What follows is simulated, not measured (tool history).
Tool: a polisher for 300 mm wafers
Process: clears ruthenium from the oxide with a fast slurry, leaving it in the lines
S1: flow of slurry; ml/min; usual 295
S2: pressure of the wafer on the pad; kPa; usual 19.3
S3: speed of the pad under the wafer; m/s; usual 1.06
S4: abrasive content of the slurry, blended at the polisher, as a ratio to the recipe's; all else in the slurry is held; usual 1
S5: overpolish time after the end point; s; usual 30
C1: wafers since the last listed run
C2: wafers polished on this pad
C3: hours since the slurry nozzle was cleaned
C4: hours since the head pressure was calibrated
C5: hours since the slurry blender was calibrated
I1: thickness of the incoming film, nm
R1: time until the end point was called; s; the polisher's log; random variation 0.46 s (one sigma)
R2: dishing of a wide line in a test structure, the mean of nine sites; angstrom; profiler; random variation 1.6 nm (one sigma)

run	hour	S1	S2	S3	S4	S5	C1	C2	C3	C4	C5	I1	R1	R2
1	0	295	19.3	1.06	0.9	30	0	1094	541.8	1004.9	157.8	219.8	53.9	831
# hour 48.2: slurry nozzle cleaned
2	53.9	295	19.3	1.06	1	30	481	1576	5.7	1058.8	211.7	217.6	50.6	859
# hour 97.6: worn pad replaced by a new one
3	101.9	295	19.3	1.06	1	30	400	39	53.7	1106.8	259.7	219.6	52.4	853
4	146.1	295	19.3	1.06	1	30	402	441	97.9	1151	303.9	220.9	53.7	842
5	193.9	295	19.3	1.06	0.8	30	435	877	145.7	1198.8	351.7	220.9	59.9	779
6	236.9	295	19.3	1.06	0.8	30	391	1268	188.7	1241.8	394.7	215.4	59	758
7	308	295	19.3	1.06	0.8	30	647	1916	259.8	1312.9	465.8	220	63.2	737
# hour 313.1: slurry blender recalibrated
# hour 330.4: worn pad replaced by a new one
8	360.9	295	19.3	1.06	1	30	427	277	312.7	1365.8	47.8	222.8	51.8	850
9	399.1	295	19.3	1.06	1.15	30	347	625	350.9	1404	86	216.8	48	889
# hour 446.1: head pressure recalibrated
10	462.6	295	19.3	1.06	1	30	559	1185	414.4	16.5	149.5	217.8	50.9	865
11	494.2	295	19.3	1.06	1	30	287	1473	446	48.1	181.1	219.6	51	840
# hour 523.2: worn pad replaced by a new one, of another model than before
12	523.7	295	19.3	1.06	1	30	232	4	475.5	77.6	210.6	222	51.9	868

Forecast run 13:
# hour 584.4: slurry nozzle cleaned
13	592.2	350	19.3	0.68	1	30	614	619	7.8	146.1	279.1	220.9	?	?

R1: 71.6 s
R2: 668 angstrom
Without the tool's hidden state the same run would have given R1 68.2 s, R2 694 angstrom.

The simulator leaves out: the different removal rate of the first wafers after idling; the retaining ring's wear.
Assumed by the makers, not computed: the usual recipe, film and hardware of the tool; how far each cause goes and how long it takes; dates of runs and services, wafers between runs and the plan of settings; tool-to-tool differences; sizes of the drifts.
